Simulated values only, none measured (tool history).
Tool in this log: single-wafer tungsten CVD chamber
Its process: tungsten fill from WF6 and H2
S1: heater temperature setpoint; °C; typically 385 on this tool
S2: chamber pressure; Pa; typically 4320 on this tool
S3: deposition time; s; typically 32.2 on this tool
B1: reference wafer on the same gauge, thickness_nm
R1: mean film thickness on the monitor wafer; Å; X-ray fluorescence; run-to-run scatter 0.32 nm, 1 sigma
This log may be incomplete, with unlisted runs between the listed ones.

Run 1, hour 0: usual settings; B1 75.724. Result: R1 810.6 Å.
Run 2, hour 106.4: usual settings; B1 75.687. Result: R1 821.32 Å.
Run 3, hour 229.9: usual settings; B1 75.873. Result: R1 822.51 Å.
Run 4, hour 280.6: usual settings; B1 75.642. Result: R1 823.08 Å.
Run 5, hour 356.5: usual settings but S3 34.1 s; B1 75.611. Result: R1 871.6 Å.
Run 6, hour 534.1: usual settings but S3 34.1 s; B1 75.676. Result: R1 876.15 Å.
Run 7, hour 600.1: usual settings; B1 75.635. Result: R1 830.51 Å.
Run 8, hour 640.9: usual settings; B1 75.749. Result: R1 828.98 Å.
Run 9, hour 742: usual settings but S1 379 °C; B1 75.787. Result: R1 727.09 Å.
At hour 804.9: gauge calibrated.
Run 10, hour 810.9: usual settings but S1 379 °C; B1 75.834. Result: R1 722.78 Å.
Run 11, hour 1109.2: usual settings but S3 36.9 s; B1 75.771. Result: R1 960.92 Å.
At hour 1186.8: capacitance manometer re-zeroed and calibrated.
Run 12, hour 1191: usual settings but S3 36.9 s; B1 75.71. Result: R1 935.11 Å.
At hour 1263.5: thermocouple changed; heater temperature recalibrated.
Run 13, hour 1265.6: usual settings but S1 370 °C, S2 4733 Pa, S3 38.6 s; B1 75.765. Result: R1 724.19 Å.
Run 14, hour 1321.2: usual settings but S2 3293 Pa; B1 75.68. Result: R1 691.04 Å.
Run 15, hour 1529.9: usual settings but S1 391 °C; B1 75.587. Result: R1 933.48 Å.
Run 16, hour 1579.5: usual settings but S3 37.5 s; B1 75.564. Result: R1 954.12 Å.
Run 17, hour 1669.3: usual settings but S1 398 °C, S2 4880 Pa, S3 29.8 s; B1 75.736. Result: R1 1081.17 Å.
Run 18, hour 1775.6: usual settings but S3 37.1 s; B1 75.791. Result: R1 941.14 Å.
Run 19, hour 1812.5: usual settings; B1 75.704. Result: R1 829.68 Å.
At hour 1893.9: showerhead replaced.
Run 20, hour 1894.4: usual settings; B1 75.583. Result: R1 830.71 Å.
Run 21, hour 1981.9: usual settings but S1 373 °C; B1 75.66. Result: R1 624.84 Å.
Run 22, hour 2067.7: usual settings but S3 34.2 s; B1 75.681. Result: R1 881.02 Å.
Run 23, hour 2222.5: usual settings but S2 5013 Pa, S3 28.3 s; B1 75.857. Result: R1 795.61 Å.
Run 24, hour 2324.3: usual settings but S1 374 °C, S3 27.3 s; B1 75.687. Result: R1 547.92 Å.
Run 25, hour 2384.1: usual settings but S1 377 °C, S2 3520 Pa, S3 35.2 s; B1 75.658. Result: R1 675.23 Å.
Run 26, hour 2449.8: usual settings but S2 3333 Pa; B1 75.774. Result: R1 711.2 Å.
Run 27, hour 2544.3: usual settings but S3 27.5 s; B1 75.786. Result: R1 713.81 Å.
Run 28, hour 2639.6: usual settings but S2 3266 Pa; B1 75.759. Result: R1 703.53 Å.
Run 29, hour 2738.1: usual settings but S1 378 °C, S3 30.3 s; B1 75.613. Result: R1 671.79 Å.
Run 30, hour 2829.6: usual settings but S1 379 °C, S2 3653 Pa, S3 29 s; B1 75.493. Result: R1 591.54 Å.
Run 31, hour 2904.5: usual settings but S1 376 °C, S2 4960 Pa; B1 75.705. Result: R1 743.7 Å.
Run 32, hour 2964.8: usual settings but S1 375 °C, S2 3253 Pa; B1 75.711. Result: R1 558.62 Å.
Run 33, hour 3008.3: usual settings; B1 75.785. Result: R1 851.83 Å.
Run 34, hour 3052.2: usual settings; B1 75.651. Result: R1 844.81 Å.

Branching from run 34: 4 alternative next runs. What would each branch give?
Run A, hour 3052.6: usual settings; B1 ?. Result: R1 ?.
Run B, hour 3052.6: usual settings but S1 399 °C, S2 4973 Pa, S3 38.2 s; B1 ?. Result: R1 ?.
Run C, hour 3052.6: usual settings but S1 377 °C; B1 ?. Result: R1 ?.
Run D, hour 3052.6: usual settings but S1 389 °C, S2 3720 Pa, S3 36.6 s; B1 ?. Result: R1 ?.

run      B1       R1
  A  75.781   846.47
  B  75.781  1476.11
  C  75.781   703.82
  D  75.781   962.03
Take away the tool's hidden state, keep each run's random variation, and the runs would have read:
run      R1
  A  811.26
  B  1415.7
  C  674.54
  D  921.48

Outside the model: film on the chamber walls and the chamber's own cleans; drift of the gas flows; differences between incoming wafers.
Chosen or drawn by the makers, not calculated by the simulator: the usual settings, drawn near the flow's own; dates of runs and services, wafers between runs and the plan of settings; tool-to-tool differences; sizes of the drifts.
